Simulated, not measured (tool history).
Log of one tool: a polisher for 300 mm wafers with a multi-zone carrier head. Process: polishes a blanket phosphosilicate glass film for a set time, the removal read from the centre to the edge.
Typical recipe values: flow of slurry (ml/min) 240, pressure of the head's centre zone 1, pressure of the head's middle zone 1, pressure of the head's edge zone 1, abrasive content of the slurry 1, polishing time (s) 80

run    hour  flow of slurry (ml/min)  pressure of the head's centre zone  pressure of the head's middle zone  pressure of the head's edge zone  abrasive content of the slurry  polishing time (s)  incoming thickness of the incoming film, nm  film removed at the wafer's centre (nm)  film removed at mid-radius (nm)  film removed at the wafer's edge (nm)
  1       0                      240                                   1                                   1                                 1                               1                  80                                       3121.7                                      501                              498                                  494.5
         17  -- worn pad replaced by a new one
      108.3  -- edge zone pressure recalibrated
  2   108.8                      240                                   1                                   1                                 1                               1                  80                                       3072.6                                    501.4                            507.4                                  482.9
  3   160.3                      240                                   1                                   1                                 1                               1                  80                                       3020.8                                      510                            493.3                                  489.4
  4   213.6                      240                                   1                                   1                                 1                               1                  80                                       3099.2                                    511.5                            491.2                                    511
  5   253.4                      240                                   1                                1.05                                 1                               1                  80                                       3005.9                                    511.2                            513.5                                  477.5
      260.5  -- worn pad replaced by a new one
  6   307.4                      240                                1.08                                1.05                                 1                               1                  80                                       3020.6                                    548.5                              508                                  484.9
      338.2  -- slurry nozzle cleaned
  7   386.1                      240                                1.08                                1.05                                 1                               1                  80                                       3103.5                                    556.8                            524.4                                  490.4
      452.9  -- carrier head's membrane replaced by a new one
  8   468.4                      240                                   1                                   1                                 1                               1                  80                                       3065.7                                    520.2                            507.8                                  502.1
        556  -- worn pad replaced by a new one
  9   564.6                      240                                   1                                   1                                 1                               1                  80                                       3102.3                                    524.3                            490.4                                  487.3
      641.2  -- centre zone pressure recalibrated
      649.9  -- slurry nozzle cleaned
 10   666.6                      240                                   1                                   1                                 1                               1                  80                                       3028.6                                    479.3                            489.1                                  486.7
 11   753.5                      240                                1.07                                   1                                 1                               1                  80                                       3064.9                                    528.6                              491                                  480.2
 12   795.6                      240                                   1                                   1                                 1                               1                  80                                       3005.4                                    500.3                            509.6                                  483.3
      833.8  -- worn pad replaced by a new one
 13     901                      240                                   1                                   1                              1.09                               1                  80                                       3046.7                                      500                            494.1                                  515.8
        982  -- slurry nozzle cleaned
 14   989.4                      240                                1.08                                   1                              0.91                               1                  80                                       3094.7                                    552.7                            513.9                                  456.4
 15  1044.3                      240                                   1                                   1                                 1                            1.15                  80                                       3060.8                                    546.2                            533.9                                  536.4
     1093.1  -- edge zone pressure recalibrated
 16    1133                      305                                   1                                   1                               0.9                               1                  80                                       3056.6                                    529.9                            509.2                                  473.8
     1149.4  -- worn pad replaced by a new one
 17  1216.7                      195                                1.07                                   1                              1.11                               1                  80                                         3012                                    533.1                            487.5                                  512.5
 18  1269.4                      290                                   1                                   1                                 1                               1                  80                                       3031.5                                    527.6                              519                                  506.1
 19  1340.2                      240                                0.91                                   1                              1.04                               1                  67                                         3078                                    394.2                            420.3                                  424.7
     1350.2  -- slurry nozzle cleaned
 20  1430.3                      240                                   1                                   1                                 1                               1                  80                                       3074.5                                    524.2                              492                                  491.4

Consider 3 possible next runs. They are alternatives, not a sequence: every one starts from the tool as it was left by run 20. What does each give?
  A  1430.7                      240                                   1                                   1                                 1                               1                  80                                       3096.2                                        ?                                ?                                      ?
  B  1430.7                      240                                1.03                                0.97                              1.05                             0.8                  80                                       3096.2                                        ?                                ?                                      ?
  C  1430.7                      275                                0.94                                0.89                                 1                               1                  80                                       3096.2                                        ?                                ?                                      ?

run  film removed at the wafer's centre (nm)  film removed at mid-radius (nm)  film removed at the wafer's edge (nm)
  A                                    515.7                            512.7                                  485.3
  B                                    459.3                            432.1                                    430
  C                                    493.4                            473.1                                  492.2
With no hidden state in the tool, these same runs would have given:
run  film removed at the wafer's centre (nm)  film removed at mid-radius (nm)  film removed at the wafer's edge (nm)
  A                                    482.2                            512.9                                  485.3
  B                                    429.5                            432.2                                    430
  C                                    461.1                            473.3                                  492.2

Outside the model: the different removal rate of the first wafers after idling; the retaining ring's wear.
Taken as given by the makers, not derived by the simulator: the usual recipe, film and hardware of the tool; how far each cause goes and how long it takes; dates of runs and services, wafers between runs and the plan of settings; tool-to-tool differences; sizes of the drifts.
